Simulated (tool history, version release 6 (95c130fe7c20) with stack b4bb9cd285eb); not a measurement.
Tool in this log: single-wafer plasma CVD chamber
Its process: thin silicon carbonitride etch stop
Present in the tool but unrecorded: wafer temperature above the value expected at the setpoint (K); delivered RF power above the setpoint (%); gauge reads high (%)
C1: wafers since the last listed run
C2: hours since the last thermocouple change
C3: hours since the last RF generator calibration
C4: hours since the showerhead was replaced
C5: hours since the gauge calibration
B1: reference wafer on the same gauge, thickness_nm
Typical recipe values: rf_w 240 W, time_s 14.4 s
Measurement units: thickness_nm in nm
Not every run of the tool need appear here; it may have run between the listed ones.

Run 1, hour 0: usual settings; C1 0; C2 379.2; C3 997.5; C4 2177.2; C5 135.2; B1 8.265. Result: thickness_nm 9.731 nm.
At hour 45.7: RF generator calibrated.
Run 2, hour 46.2: usual settings; C1 1051; C2 425.4; C3 0.5; C4 2223.4; C5 181.4; B1 8.26. Result: thickness_nm 9.72 nm.
Run 3, hour 89.5: usual settings but rf_w 250 W; C1 1191; C2 468.7; C3 43.8; C4 2266.7; C5 224.7; B1 8.259. Result: thickness_nm 9.822 nm.
Run 4, hour 165.7: usual settings but rf_w 250 W; C1 2097; C2 544.9; C3 120; C4 2342.9; C5 300.9; B1 8.258. Result: thickness_nm 9.811 nm.
Run 5, hour 218.3: usual settings but time_s 13.5 s; C1 1447; C2 597.5; C3 172.6; C4 2395.5; C5 353.5; B1 8.253. Result: thickness_nm 9.03 nm.
Run 6, hour 284.6: usual settings but time_s 13.5 s; C1 1824; C2 663.8; C3 238.9; C4 2461.8; C5 419.8; B1 8.257. Result: thickness_nm 9.125 nm.
Run 7, hour 324.3: usual settings but time_s 13.5 s; C1 1092; C2 703.5; C3 278.6; C4 2501.5; C5 459.5; B1 8.249. Result: thickness_nm 9.053 nm.
Run 8, hour 382.1: usual settings; C1 1590; C2 761.3; C3 336.4; C4 2559.3; C5 517.3; B1 8.243. Result: thickness_nm 9.699 nm.
Run 9, hour 460.8: usual settings; C1 2165; C2 840; C3 415.1; C4 2638; C5 596; B1 8.234. Result: thickness_nm 9.706 nm.
Run 10, hour 502.7: usual settings; C1 1153; C2 881.9; C3 457; C4 2679.9; C5 637.9; B1 8.231. Result: thickness_nm 9.674 nm.
Run 11, hour 589.8: usual settings but rf_w 225 W; C1 2397; C2 969; C3 544.1; C4 2767; C5 725; B1 8.222. Result: thickness_nm 9.433 nm.
At hour 677.4: thermocouple changed; heater temperature recalibrated.
At hour 698.3: showerhead replaced.
Run 12, hour 892.6: usual settings; C1 7893; C2 215.2; C3 846.9; C4 194.3; C5 1027.8; B1 8.174. Result: thickness_nm 9.55 nm.
Run 13, hour 990.4: usual settings but rf_w 200 W, time_s 13.2 s; C1 2691; C2 313; C3 944.7; C4 292.1; C5 1125.6; B1 8.157. Result: thickness_nm 8.355 nm.
Run 14, hour 1055.5: usual settings but rf_w 280 W; C1 1791; C2 378.1; C3 1009.8; C4 357.2; C5 1190.7; B1 8.137. Result: thickness_nm 9.941 nm.
At hour 1068.6: RF generator calibrated.
Run 15, hour 1118: usual settings but rf_w 275 W, time_s 16.8 s; C1 1499; C2 440.6; C3 49.4; C4 419.7; C5 1253.2; B1 8.12. Result: thickness_nm 11.53 nm.
Run 16, hour 1176.4: usual settings but rf_w 195 W, time_s 17 s; C1 1607; C2 499; C3 107.8; C4 478.1; C5 1311.6; B1 8.107. Result: thickness_nm 10.53 nm.
Run 17, hour 1229.1: usual settings but time_s 13.5 s; C1 1450; C2 551.7; C3 160.5; C4 530.8; C5 1364.3; B1 8.088. Result: thickness_nm 8.951 nm.
At hour 1239.2: gauge calibrated.
Run 18, hour 1267.7: usual settings but time_s 12.8 s; C1 1062; C2 590.3; C3 199.1; C4 569.4; C5 28.5; B1 8.261. Result: thickness_nm 8.677 nm.
Run 19, hour 1326.1: usual settings but rf_w 205 W, time_s 13.6 s; C1 1607; C2 648.7; C3 257.5; C4 627.8; C5 86.9; B1 8.262. Result: thickness_nm 8.834 nm.
Run 20, hour 1388: usual settings; C1 1703; C2 710.6; C3 319.4; C4 689.7; C5 148.8; B1 8.276. Result: thickness_nm 9.711 nm.
Run 21, hour 1448.2: usual settings but time_s 13.5 s; C1 1656; C2 770.8; C3 379.6; C4 749.9; C5 209; B1 8.272. Result: thickness_nm 9.086 nm.
Run 22, hour 1528.3: usual settings but rf_w 255 W, time_s 12.9 s; C1 2204; C2 850.9; C3 459.7; C4 830; C5 289.1; B1 8.264. Result: thickness_nm 8.857 nm.
Run 23, hour 1610.7: usual settings but time_s 13.1 s; C1 2267; C2 933.3; C3 542.1; C4 912.4; C5 371.5; B1 8.249. Result: thickness_nm 8.854 nm.
Run 24, hour 1692.9: usual settings; C1 2262; C2 1015.5; C3 624.3; C4 994.6; C5 453.7; B1 8.249. Result: thickness_nm 9.71 nm.

Here are 4 independent what-if runs from the current tool condition. What would each one return?
Run A, hour 1693.3: usual settings but rf_w 260 W; C1 11; C2 1015.9; C3 624.7; C4 995; C5 454.1; B1 ?. Result: thickness_nm ?.
Run B, hour 1693.3: usual settings but rf_w 220 W, time_s 12.7 s; C1 11; C2 1015.9; C3 624.7; C4 995; C5 454.1; B1 ?. Result: thickness_nm ?.
Run C, hour 1693.3: usual settings but rf_w 200 W, time_s 15.5 s; C1 11; C2 1015.9; C3 624.7; C4 995; C5 454.1; B1 ?. Result: thickness_nm ?.
Run D, hour 1693.3: usual settings but rf_w 200 W, time_s 16.2 s; C1 11; C2 1015.9; C3 624.7; C4 995; C5 454.1; B1 ?. Result: thickness_nm ?.

run     B1  thickness_nm
  A  8.249           9.9
  B  8.249         8.329
  C  8.249         9.898
  D  8.249        10.345
With the hidden condition removed and each run's random variation left untouched, the same runs would have given:
run  thickness_nm
  A         9.937
  B          8.36
  C         9.935
  D        10.383

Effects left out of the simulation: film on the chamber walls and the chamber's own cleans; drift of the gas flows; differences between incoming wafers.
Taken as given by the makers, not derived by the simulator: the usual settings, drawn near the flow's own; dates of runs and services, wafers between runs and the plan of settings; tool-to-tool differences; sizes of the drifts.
